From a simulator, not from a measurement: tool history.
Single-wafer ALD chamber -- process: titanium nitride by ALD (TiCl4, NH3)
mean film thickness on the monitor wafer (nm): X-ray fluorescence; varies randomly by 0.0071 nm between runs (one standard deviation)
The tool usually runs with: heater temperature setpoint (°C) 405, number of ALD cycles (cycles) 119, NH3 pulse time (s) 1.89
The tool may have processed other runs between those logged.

| run | hour | heater temperature setpoint (°C) | number of ALD cycles (cycles) | NH3 pulse time (s) | wafers since the last listed run | hours since the last thermocouple change | hours since the showerhead was replaced | hours since the gauge calibration | read-back reference wafer on the same gauge, thickness_nm | mean film thickness on the monitor wafer (nm) |
|---|---|---|---|---|---|---|---|---|---|---|
| 1 | 0.0 | 411 | 119 | 1.55 | 0 | 1612.6 | 5096.3 | 93.4 | 2.579 | 2.809 |
| 2 | 7.0 | 405 | 119 | 1.89 | 8 | 1619.6 | 5103.3 | 100.4 | 2.582 | 2.814 |
| 3 | 13.8 | 405 | 119 | 1.89 | 8 | 1626.4 | 5110.1 | 107.2 | 2.579 | 2.811 |
| 4 | 28.2 | 405 | 119 | 1.89 | 18 | 1640.8 | 5124.5 | 121.6 | 2.581 | 2.813 |
| 5 | 36.0 | 405 | 119 | 1.57 | 10 | 1648.6 | 5132.3 | 129.4 | 2.579 | 2.787 |
| 6 | 50.8 | 405 | 119 | 1.57 | 18 | 1663.4 | 5147.1 | 144.2 | 2.580 | 2.792 |
| 7 | 62.2 | 405 | 119 | 1.57 | 14 | 1674.8 | 5158.5 | 155.6 | 2.580 | 2.810 |
| 8 | 68.6 | 405 | 102 | 1.89 | 8 | 1681.2 | 5164.9 | 162.0 | 2.579 | 2.421 |
| 9 | 76.8 | 405 | 102 | 1.89 | 10 | 1689.4 | 5173.1 | 170.2 | 2.578 | 2.416 |
| 10 | 88.7 | 405 | 119 | 2.33 | 15 | 1701.3 | 5185.0 | 182.1 | 2.581 | 2.833 |
| 11 | 100.6 | 405 | 119 | 2.33 | 15 | 1713.2 | 5196.9 | 194.0 | 2.579 | 2.849 |
| 12 | 116.4 | 405 | 119 | 2.33 | 20 | 1729.0 | 5212.7 | 209.8 | 2.580 | 2.848 |
|  | 125.7 | gauge calibrated |
| 13 | 133.0 | 412 | 119 | 1.89 | 21 | 1745.6 | 5229.3 | 7.3 | 2.580 | 2.826 |
| 14 | 143.3 | 412 | 119 | 1.89 | 13 | 1755.9 | 5239.6 | 17.6 | 2.580 | 2.830 |
| 15 | 150.9 | 416 | 119 | 1.89 | 9 | 1763.5 | 5247.2 | 25.2 | 2.580 | 2.842 |
|  | 168.0 | showerhead replaced |
| 16 | 168.5 | 395 | 137 | 1.31 | 12 | 1781.1 | 0.5 | 42.8 | 2.580 | 3.170 |
| 17 | 169.0 | 394 | 106 | 1.89 | 0 | 1781.6 | 1.0 | 43.3 | 2.580 | 2.487 |
| 18 | 180.3 | 405 | 95 | 1.89 | 14 | 1792.9 | 12.3 | 54.6 | 2.581 | 2.260 |
| 19 | 186.6 | 394 | 119 | 2.33 | 8 | 1799.2 | 18.6 | 60.9 | 2.579 | 2.820 |
|  | 200.1 | thermocouple changed; heater temperature recalibrated |
| 20 | 200.6 | 405 | 119 | 1.89 | 7 | 0.5 | 32.6 | 74.9 | 2.578 | 2.829 |
| 21 | 202.4 | 405 | 106 | 2.40 | 2 | 2.3 | 34.4 | 76.7 | 2.579 | 2.538 |
| 22 | 215.0 | 398 | 98 | 2.49 | 16 | 14.9 | 47.0 | 89.3 | 2.581 | 2.335 |
| 23 | 223.7 | 405 | 119 | 1.89 | 11 | 23.6 | 55.7 | 98.0 | 2.579 | 2.806 |
| 24 | 238.2 | 405 | 119 | 1.89 | 18 | 38.1 | 70.2 | 112.5 | 2.578 | 2.816 |
| 25 | 252.9 | 405 | 108 | 1.36 | 18 | 52.8 | 84.9 | 127.2 | 2.579 | 2.538 |
| 26 | 270.7 | 405 | 119 | 1.89 | 22 | 70.6 | 102.7 | 145.0 | 2.579 | 2.825 |
| 27 | 280.7 | 405 | 119 | 1.57 | 12 | 80.6 | 112.7 | 155.0 | 2.579 | 2.813 |
| 28 | 289.4 | 414 | 102 | 1.29 | 11 | 89.3 | 121.4 | 163.7 | 2.580 | 2.395 |
| 29 | 304.0 | 419 | 119 | 1.47 | 18 | 103.9 | 136.0 | 178.3 | 2.580 | 2.819 |
| 30 | 316.9 | 413 | 119 | 2.15 | 16 | 116.8 | 148.9 | 191.2 | 2.580 | 2.838 |

State the hidden condition of the tool at each of the runs:
wafer temperature above the value expected at the setpoint (K): 0, the same for each run
gauge reads high (%): 0, the same for each run
